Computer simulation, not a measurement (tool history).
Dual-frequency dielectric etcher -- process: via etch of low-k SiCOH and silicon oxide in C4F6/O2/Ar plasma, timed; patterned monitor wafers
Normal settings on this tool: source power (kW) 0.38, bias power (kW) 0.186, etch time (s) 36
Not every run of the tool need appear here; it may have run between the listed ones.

run     day  source power (kW)  bias power (kW)  etch time (s)  wafers since the last listed run  hours since the last wet clean  hours since the last source power generator calibration  hours since the last bias power generator calibration  hours since the last upper electrode change  hours since the gauge calibration  read-back reference wafer on the same gauge, depth_nm  mean etch depth across the wafer (nm)
  1       0               0.38            0.186             36                                 0                           329.3                                                   1604.2                                                 2885.9                                       2533.1                              134.1                                                   76.5                                   83.4
  2   0.267               0.38            0.186             36                                75                           335.7                                                   1610.6                                                 2892.3                                       2539.5                              140.5                                                   76.6                                   83.8
  3   0.925               0.38            0.186             28                               185                           351.5                                                   1626.4                                                 2908.1                                       2555.3                              156.3                                                   76.6                                   64.8
  4    1.65               0.38            0.207             36                               204                           368.9                                                   1643.8                                                 2925.5                                       2572.7                              173.7                                                   76.6                                   85.6
  5   2.096               0.38            0.207             36                               125                           379.6                                                   1654.5                                                 2936.2                                       2583.4                              184.4                                                   76.5                                   85.4
  6   2.662               0.38            0.207             36                               160                           393.2                                                   1668.1                                                 2949.8                                         2597                                198                                                   76.5                                   85.9
  7   3.858               0.38            0.186             36                               337                           421.9                                                   1696.8                                                 2978.5                                       2625.7                              226.7                                                   76.6                                   83.3
  8   4.596               0.38            0.186             36                               208                           439.6                                                   1714.5                                                 2996.2                                       2643.4                              244.4                                                   76.6                                   83.4
  9   5.242               0.38            0.186             36                               182                           455.1                                                     1730                                                 3011.7                                       2658.9                              259.9                                                   76.6                                   83.5
 10   5.971               0.34            0.186             36                               205                           472.6                                                   1747.5                                                 3029.2                                       2676.4                              277.4                                                   76.5                                     81
 11   6.267               0.38            0.186             36                                83                           479.7                                                   1754.6                                                 3036.3                                       2683.5                              284.5                                                   76.6                                   83.6
      7.679  -- upper electrode replaced
      7.842  -- wet clean of the chamber
 12   7.862               0.38            0.186             36                               122                             0.5                                                   1792.9                                                 3074.6                                          4.4                              322.8                                                   76.7                                   83.4
 13   7.879               0.38            0.186             36                                 4                             0.9                                                   1793.3                                                   3075                                          4.8                              323.2                                                   76.6                                   83.2
 14   8.079               0.38            0.186             36                                56                             5.7                                                   1798.1                                                 3079.8                                          9.6                                328                                                   76.6                                   83.2
 15   8.717               0.32            0.198             30                               180                              21                                                   1813.4                                                 3095.1                                         24.9                              343.3                                                   76.7                                     67
 16   9.033               0.38            0.186             32                                89                            28.6                                                     1821                                                 3102.7                                         32.5                              350.9                                                   76.5                                   74.3
      9.521  -- bias power generator calibrated
 17   9.542               0.38            0.186           40.5                                96                            40.8                                                   1833.2                                                    0.5                                         44.7                              363.1                                                   76.6                                   94.1
 18   9.804               0.47            0.162             40                                74                            47.1                                                   1839.5                                                    6.8                                           51                              369.4                                                   76.7                                   95.9
       10.1  -- source power generator calibrated
 19  10.279               0.38            0.207             36                                87                            58.5                                                      4.3                                                   18.2                                         62.4                              380.8                                                   76.6                                   85.3
      10.45  -- gauge calibrated
 20  10.629               0.38            0.186             36                                98                            66.9                                                     12.7                                                   26.6                                         70.8                                4.3                                                   76.5                                   83.7
 21  11.162               0.42            0.153             27                               150                            79.7                                                     25.5                                                   39.4                                         83.6                               17.1                                                   76.6                                   62.2
 22  11.675               0.45            0.186           25.5                               144                              92                                                     37.8                                                   51.7                                         95.9                               29.4                                                   76.6                                   62.2
 23  12.388               0.38            0.186             47                               201                           109.1                                                     54.9                                                   68.8                                          113                               46.5                                                   76.6                                  109.2
 24  12.704               0.47             0.21             42                                89                           116.7                                                     62.5                                                   76.4                                        120.6                               54.1                                                   76.5                                  106.3
 25  13.133               0.38            0.211           42.5                               121                             127                                                     72.8                                                   86.7                                        130.9                               64.4                                                   76.6                                  101.5
 26  13.929               0.38            0.186             36                               224                           146.1                                                     91.9                                                  105.8                                          150                               83.5                                                   76.7                                   83.5
 27  14.221               0.38            0.186             36                                82                           153.1                                                     98.9                                                  112.8                                          157                               90.5                                                   76.7                                   83.4
 28  15.792               0.38            0.231             31                               443                           190.8                                                    136.6                                                  150.5                                        194.7                              128.2                                                   76.7                                   75.2

Branching from run 28: 3 alternative next runs. What would each branch give?
  A  15.808               0.47            0.186             36                                 4                           191.2                                                      137                                                  150.9                                        195.1                              128.6                                                      ?                                      ?
  B  15.808               0.42            0.186             36                                 4                           191.2                                                      137                                                  150.9                                        195.1                              128.6                                                      ?                                      ?
  C  15.808               0.47            0.231             36                                 4                           191.2                                                      137                                                  150.9                                        195.1                              128.6                                                      ?                                      ?

run  read-back reference wafer on the same gauge, depth_nm  mean etch depth across the wafer (nm)
  A                                                   76.6                                   89.4
  B                                                   76.6                                   86.4
  C                                                   76.6                                   93.7
Had the tool no hidden state, the same runs would have come out as:
run  mean etch depth across the wafer (nm)
  A                                   89.4
  B                                   86.4
  C                                   93.7
